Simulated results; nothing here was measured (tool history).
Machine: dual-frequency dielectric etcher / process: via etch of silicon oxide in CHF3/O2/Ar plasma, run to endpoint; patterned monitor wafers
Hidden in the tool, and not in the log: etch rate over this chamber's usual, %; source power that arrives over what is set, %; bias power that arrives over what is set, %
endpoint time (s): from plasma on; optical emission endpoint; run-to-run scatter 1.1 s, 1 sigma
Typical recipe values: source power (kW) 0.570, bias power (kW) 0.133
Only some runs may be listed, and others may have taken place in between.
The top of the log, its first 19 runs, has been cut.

| run | hour | source power (kW) | bias power (kW) | wafers since the last listed run | hours since the last wet clean | hours since the last source power generator calibration | hours since the last bias power generator calibration | hours since the last upper electrode change | incoming incoming film thickness, nm | endpoint time (s) |
|---|---|---|---|---|---|---|---|---|---|---|
| 20 | 517.4 | 0.570 | 0.156 | 85 | 152.7 | 147.5 | 259.2 | 171.7 | 664.0 | 317.9 |
| 21 | 538.6 | 0.460 | 0.133 | 92 | 173.9 | 168.7 | 280.4 | 192.9 | 658.8 | 369.0 |
| 22 | 565.7 | 0.570 | 0.152 | 118 | 201.0 | 195.8 | 307.5 | 220.0 | 652.4 | 316.3 |
| 23 | 629.7 | 0.500 | 0.156 | 279 | 265.0 | 259.8 | 371.5 | 284.0 | 663.7 | 344.5 |
| 24 | 661.1 | 0.510 | 0.104 | 137 | 296.4 | 291.2 | 402.9 | 315.4 | 655.8 | 370.0 |
| 25 | 693.7 | 0.570 | 0.133 | 142 | 329.0 | 323.8 | 435.5 | 348.0 | 661.0 | 332.3 |
|  | 732.2 | wet clean of the chamber |
| 26 | 732.7 | 0.570 | 0.133 | 65 | 0.5 | 362.8 | 474.5 | 387.0 | 657.5 | 323.7 |
| 27 | 741.5 | 0.570 | 0.133 | 38 | 9.3 | 371.6 | 483.3 | 395.8 | 651.6 | 321.1 |
| 28 | 758.2 | 0.630 | 0.142 | 72 | 26.0 | 388.3 | 500.0 | 412.5 | 664.7 | 308.7 |
| 29 | 773.7 | 0.700 | 0.104 | 67 | 41.5 | 403.8 | 515.5 | 428.0 | 660.3 | 310.9 |
| 30 | 809.4 | 0.440 | 0.133 | 155 | 77.2 | 439.5 | 551.2 | 463.7 | 661.4 | 378.1 |
| 31 | 841.8 | 0.520 | 0.112 | 141 | 109.6 | 471.9 | 583.6 | 496.1 | 656.3 | 353.4 |
| 32 | 856.0 | 0.570 | 0.102 | 62 | 123.8 | 486.1 | 597.8 | 510.3 | 656.8 | 342.1 |
| 33 | 942.1 | 0.460 | 0.118 | 376 | 209.9 | 572.2 | 683.9 | 596.4 | 655.6 | 379.9 |
| 34 | 959.0 | 0.570 | 0.133 | 73 | 226.8 | 589.1 | 700.8 | 613.3 | 658.3 | 328.9 |
| 35 | 980.4 | 0.480 | 0.105 | 93 | 248.2 | 610.5 | 722.2 | 634.7 | 657.6 | 379.7 |

What if the next run were any one of these 4? Each begins from the tool's condition after run 35:
| A | 980.9 | 0.570 | 0.112 | 2 | 248.7 | 611.0 | 722.7 | 635.2 | 649.8 | ? |
| B | 980.9 | 0.470 | 0.119 | 2 | 248.7 | 611.0 | 722.7 | 635.2 | 649.8 | ? |
| C | 980.9 | 0.660 | 0.143 | 2 | 248.7 | 611.0 | 722.7 | 635.2 | 649.8 | ? |
| D | 980.9 | 0.570 | 0.148 | 2 | 248.7 | 611.0 | 722.7 | 635.2 | 649.8 | ? |

| run | endpoint time (s) |
|---|---|
| A | 338.2 |
| B | 371.2 |
| C | 297.5 |
| D | 318.2 |
Without the tool's hidden state the same runs would have given:
| run | endpoint time (s) |
|---|---|
| A | 333.6 |
| B | 366.2 |
| C | 293.5 |
| D | 314.0 |
